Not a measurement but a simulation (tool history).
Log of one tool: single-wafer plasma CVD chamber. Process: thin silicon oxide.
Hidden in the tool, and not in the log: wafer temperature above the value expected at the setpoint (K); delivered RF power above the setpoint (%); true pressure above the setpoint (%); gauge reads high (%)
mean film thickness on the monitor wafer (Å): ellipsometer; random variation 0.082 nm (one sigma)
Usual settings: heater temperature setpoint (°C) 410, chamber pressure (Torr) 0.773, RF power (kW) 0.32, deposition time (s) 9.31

run,hour,heater temperature setpoint (°C),chamber pressure (Torr),RF power (kW),deposition time (s),wafers since the last listed run,hours since the last thermocouple change,hours since the last RF generator calibration,hours since the last manometer calibration,hours since the showerhead was replaced,hours since the gauge calibration,"read-back reference wafer on the same gauge, thickness_nm",mean film thickness on the monitor wafer (Å)
1,0,410,0.773,0.32,9.31,0,1213.7,532.1,1916,5908.4,162.6,19.059,154.05
2,15.6,410,0.773,0.32,9.31,555,1229.3,547.7,1931.6,5924,178.2,19.133,155.69
3,43.4,410,0.773,0.32,9.31,989,1257.1,575.5,1959.4,5951.8,206,19.114,155.67
4,64.6,410,0.83,0.32,9.31,754,1278.3,596.7,1980.6,5973,227.2,19.113,166.1
5,87.8,410,0.83,0.32,9.31,825,1301.5,619.9,2003.8,5996.2,250.4,19.082,164.84
6,115.5,410,0.88,0.32,9.31,985,1329.2,647.6,2031.5,6023.9,278.1,19.086,173.15
7,138.5,410,0.88,0.32,9.31,818,1352.2,670.6,2054.5,6046.9,301.1,19.124,173.84
8,169.8,410,0.88,0.32,9.31,1113,1383.5,701.9,2085.8,6078.2,332.4,19.113,174.17
9,192.7,410,0.773,0.32,9.31,814,1406.4,724.8,2108.7,6101.1,355.3,19.067,153.4
# hour 199.3: gauge calibrated
10,214.2,410,0.773,0.32,9.31,764,1427.9,746.3,2130.2,6122.6,14.9,19.138,153.67
11,233.7,410,0.773,0.32,9.31,693,1447.4,765.8,2149.7,6142.1,34.4,19.145,153.93
# hour 256.8: capacitance manometer re-zeroed and calibrated
12,263.3,410,0.88,0.32,9.31,768,1477,795.4,6.5,6171.7,64,19.123,185.2
13,284.3,410,0.707,0.32,10.9,747,1498,816.4,27.5,6192.7,85,19.089,178.45
# hour 297.4: RF generator calibrated
14,362,410,0.773,0.32,7.82,2479,1575.7,64.6,105.2,6270.4,162.7,19.107,139.4
# hour 398.1: thermocouple changed; heater temperature recalibrated
15,398.6,410,0.773,0.32,9.31,1017,0.5,101.2,141.8,6307,199.3,19.074,165.02
16,414.7,410,0.773,0.32,9.31,572,16.6,117.3,157.9,6323.1,215.4,19.059,164.7
17,443,410,0.773,0.32,10.42,1006,44.9,145.6,186.2,6351.4,243.7,19.119,185.72
# hour 459: showerhead replaced
18,459.5,399,0.693,0.28,8.2,302,61.4,162.1,202.7,0.5,260.2,19.138,126.47
# hour 481.2: gauge calibrated
19,485.9,410,0.957,0.355,9.31,939,87.8,188.5,229.1,26.9,4.7,19.162,204.77
20,514.2,410,0.773,0.305,10.05,1006,116.1,216.8,257.4,55.2,33,19.095,175.04
21,527.4,410,0.625,0.375,10.42,469,129.3,230,270.6,68.4,46.2,19.091,156.94
22,616.5,410,0.825,0.35,9.94,3170,218.4,319.1,359.7,157.5,135.3,19.103,191.5

5 ways to go on from here, each from the tool as it stands after run 22. What would each give?
A,616.9,410,0.773,0.355,9.31,14,218.8,319.5,360.1,157.9,135.7,?,?
B,616.9,419,0.773,0.375,9.84,14,218.8,319.5,360.1,157.9,135.7,?,?
C,616.9,410,0.582,0.355,8.13,14,218.8,319.5,360.1,157.9,135.7,?,?
D,616.9,410,0.773,0.26,8.63,14,218.8,319.5,360.1,157.9,135.7,?,?
E,616.9,410,0.625,0.32,9.31,14,218.8,319.5,360.1,157.9,135.7,?,?

run,"read-back reference wafer on the same gauge, thickness_nm",mean film thickness on the monitor wafer (Å)
A,19.105,171.04
B,19.105,182.67
C,19.105,113.35
D,19.105,145.29
E,19.105,135.17
Without the tool's hidden state the same runs would have given:
run,mean film thickness on the monitor wafer (Å)
A,174.41
B,186.27
C,115.88
D,148.15
E,138.19

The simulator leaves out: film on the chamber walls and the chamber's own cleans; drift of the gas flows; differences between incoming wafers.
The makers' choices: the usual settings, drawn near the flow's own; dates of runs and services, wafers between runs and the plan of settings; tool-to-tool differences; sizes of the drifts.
